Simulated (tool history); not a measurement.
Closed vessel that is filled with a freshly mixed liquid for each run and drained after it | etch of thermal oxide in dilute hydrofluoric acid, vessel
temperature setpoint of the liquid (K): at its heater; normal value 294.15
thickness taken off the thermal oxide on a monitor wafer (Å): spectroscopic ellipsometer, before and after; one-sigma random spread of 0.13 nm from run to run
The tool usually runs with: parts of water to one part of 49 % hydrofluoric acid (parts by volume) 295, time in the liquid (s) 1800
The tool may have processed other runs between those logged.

run	hour	temperature setpoint of the liquid (K)	parts of water to one part of 49 % hydrofluoric acid (parts by volume)	time in the liquid (s)	read-back film thickness of the thermal oxide reference wafer, read on the same gauge (nm)	thickness taken off the thermal oxide on a monitor wafer (Å)
1	0	294.15	295	1800	110.01	173.3
2	63.1	294.15	295	1800	109.99	170.8
# hour 124: hydrofluoric acid flow meter replaced
3	133.7	292.65	295	1800	110	180.6
4	192.3	292.65	295	1800	109.98	177.8
5	297.9	294.15	410	1800	109.99	118.3
6	344.8	294.15	410	1800	110.01	116.5
# hour 367.9: gauge calibrated
7	426.7	294.15	295	1800	109.98	180
# hour 489.1: thermometer replaced
8	521.3	294.15	295	1800	110	175.2
# hour 577.5: hydrofluoric acid flow meter replaced
9	586.2	294.15	295	2325	109.99	247
10	629.3	299.15	295	2735	110	342.4
11	733.4	294.15	295	1800	109.98	186.7
12	786.5	298.15	230	1000	110.01	160.8
13	869.2	294.15	295	1465	110	146.4
14	938.3	294.15	295	1800	109.98	175.7
15	982.4	290.15	295	740	110	62.5
# hour 1055.4: hydrofluoric acid flow meter replaced
16	1089	297.65	205	1305	110.01	243.9
17	1171.9	294.15	335	995	110.02	85.8

4 ways to go on from here, each from the tool as it stands after run 17. What would each give?
A	1173.1	294.15	295	1800	?	?
B	1173.1	290.15	295	1170	?	?
C	1173.1	297.15	295	2120	?	?
D	1173.1	296.65	435	1085	?	?

run	read-back film thickness of the thermal oxide reference wafer, read on the same gauge (nm)	thickness taken off the thermal oxide on a monitor wafer (Å)
A	110.01	184.5
B	110.01	103.5
C	110.01	241.6
D	110.01	72.3
Without the tool's unlogged condition, the same runs would have read:
run	thickness taken off the thermal oxide on a monitor wafer (Å)
A	192.7
B	108
C	252.4
D	75.8
